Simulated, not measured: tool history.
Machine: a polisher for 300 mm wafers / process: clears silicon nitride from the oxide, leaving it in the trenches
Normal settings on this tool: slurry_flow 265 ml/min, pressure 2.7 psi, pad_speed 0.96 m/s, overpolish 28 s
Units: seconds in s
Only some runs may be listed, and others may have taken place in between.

run,day,slurry_flow,pressure,pad_speed,overpolish,"incoming thickness of the incoming film, nm",seconds
1,0,265,2.7,0.96,28,123.2,165.9
2,0.688,265,2.7,0.96,28,127.2,174.6
3,1.233,265,2.7,0.96,28,125,170.7
4,1.692,265,2.7,0.96,28,125.7,168.9
5,2.15,265,2.7,0.96,28,122.7,161.4
6,2.621,265,2.7,0.96,28,125.9,172.5
7,3.367,265,2.7,0.96,28,125.5,172.9
8,3.938,265,2.7,0.96,19,125.1,169.7
9,4.333,265,2.7,0.96,19,124.8,169.8
# day 4.704: worn pad replaced by a new one
10,4.946,265,2.7,0.96,19,126,185.9
11,5.3,265,2.7,0.96,28,125.5,182
# day 5.825: slurry nozzle cleaned
12,5.983,265,3.4,0.96,28,122.8,144.1
13,6.254,235,3.4,1.18,23,124.2,124.1
# day 6.579: worn pad replaced by a new one, repeated, since the last time left the tool worse
14,6.862,265,2.7,0.96,28,124.9,161.1
15,7.404,265,2.7,0.74,22,124.7,200.3
# day 7.508: head pressure recalibrated
16,7.967,265,3.3,0.96,14,125,133.9
17,8.388,190,3.5,1.08,15,125.2,118.7
18,8.688,265,2.2,1.24,28,125,157.5
19,9.129,265,2.7,0.96,41,125.6,165.6
20,9.662,220,2.7,1.04,28,122.8,149.6

What the log doesn't show, run by run:
slurry flow missing at the pad, %: 0 in every run
deviation of the head's pressure from its setpoint, %: 0 in every run
H1: removal rate lost through wear of the pad, %
run,H1
1,6.04
2,6.47
3,6.81
4,7.1
5,7.39
6,7.68
7,8.15
8,8.51
9,8.76
10,14.6
11,14.8
12,15.2
13,15.4
14,0.875
15,1.21
16,1.57
17,1.83
18,2.02
19,2.3
20,2.63
